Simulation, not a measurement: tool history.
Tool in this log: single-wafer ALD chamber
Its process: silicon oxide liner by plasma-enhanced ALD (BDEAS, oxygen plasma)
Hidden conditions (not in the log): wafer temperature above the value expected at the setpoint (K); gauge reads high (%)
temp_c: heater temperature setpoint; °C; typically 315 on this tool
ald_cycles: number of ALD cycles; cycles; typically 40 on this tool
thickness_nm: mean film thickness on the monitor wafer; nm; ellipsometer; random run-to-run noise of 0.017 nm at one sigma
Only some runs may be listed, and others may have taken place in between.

run	hour	temp_c	ald_cycles	wafers since the last listed run	hours since the last thermocouple change	hours since the gauge calibration	read-back reference wafer on the same gauge, thickness_nm	thickness_nm
1	0	315	34	0	1001	392.2	3.345	3.222
2	29.4	315	34	185	1030.4	421.6	3.338	3.192
3	41.7	320	40	77	1042.7	433.9	3.339	3.732
4	59.9	320	40	114	1060.9	452.1	3.335	3.786
5	89.4	304	43	185	1090.4	481.6	3.328	4.14
6	101.9	309	40	78	1102.9	494.1	3.329	3.789
7	122.2	309	40	127	1123.2	514.4	3.326	3.765
8	139.7	325	40	110	1140.7	531.9	3.321	3.722
9	158.6	325	40	119	1159.6	550.8	3.317	3.717
10	172.8	325	40	89	1173.8	565	3.315	3.695
11	194.3	315	40	135	1195.3	586.5	3.312	3.742
12	208.5	315	40	89	1209.5	600.7	3.31	3.744
13	243.3	315	40	219	1244.3	635.5	3.304	3.75
14	277	318	40	212	1278	669.2	3.297	3.697
15	289.7	315	40	80	1290.7	681.9	3.294	3.705
16	314	315	40	153	1315	706.2	3.289	3.733
17	329.6	320	43	98	1330.6	721.8	3.287	4.002
# hour 351.8: thermocouple changed; heater temperature recalibrated
18	352.3	309	40	92	0.5	744.5	3.28	3.731

Run 19 has not been measured yet. What should we expect?
19	387.9	307	34	224	36.1	780.1	?	?

read-back reference wafer on the same gauge, thickness_nm: 3.268
thickness_nm: 3.196 nm
Take away the tool's hidden state, keep the run-to-run variation as it was, and the same run would have given thickness_nm 3.303 nm.

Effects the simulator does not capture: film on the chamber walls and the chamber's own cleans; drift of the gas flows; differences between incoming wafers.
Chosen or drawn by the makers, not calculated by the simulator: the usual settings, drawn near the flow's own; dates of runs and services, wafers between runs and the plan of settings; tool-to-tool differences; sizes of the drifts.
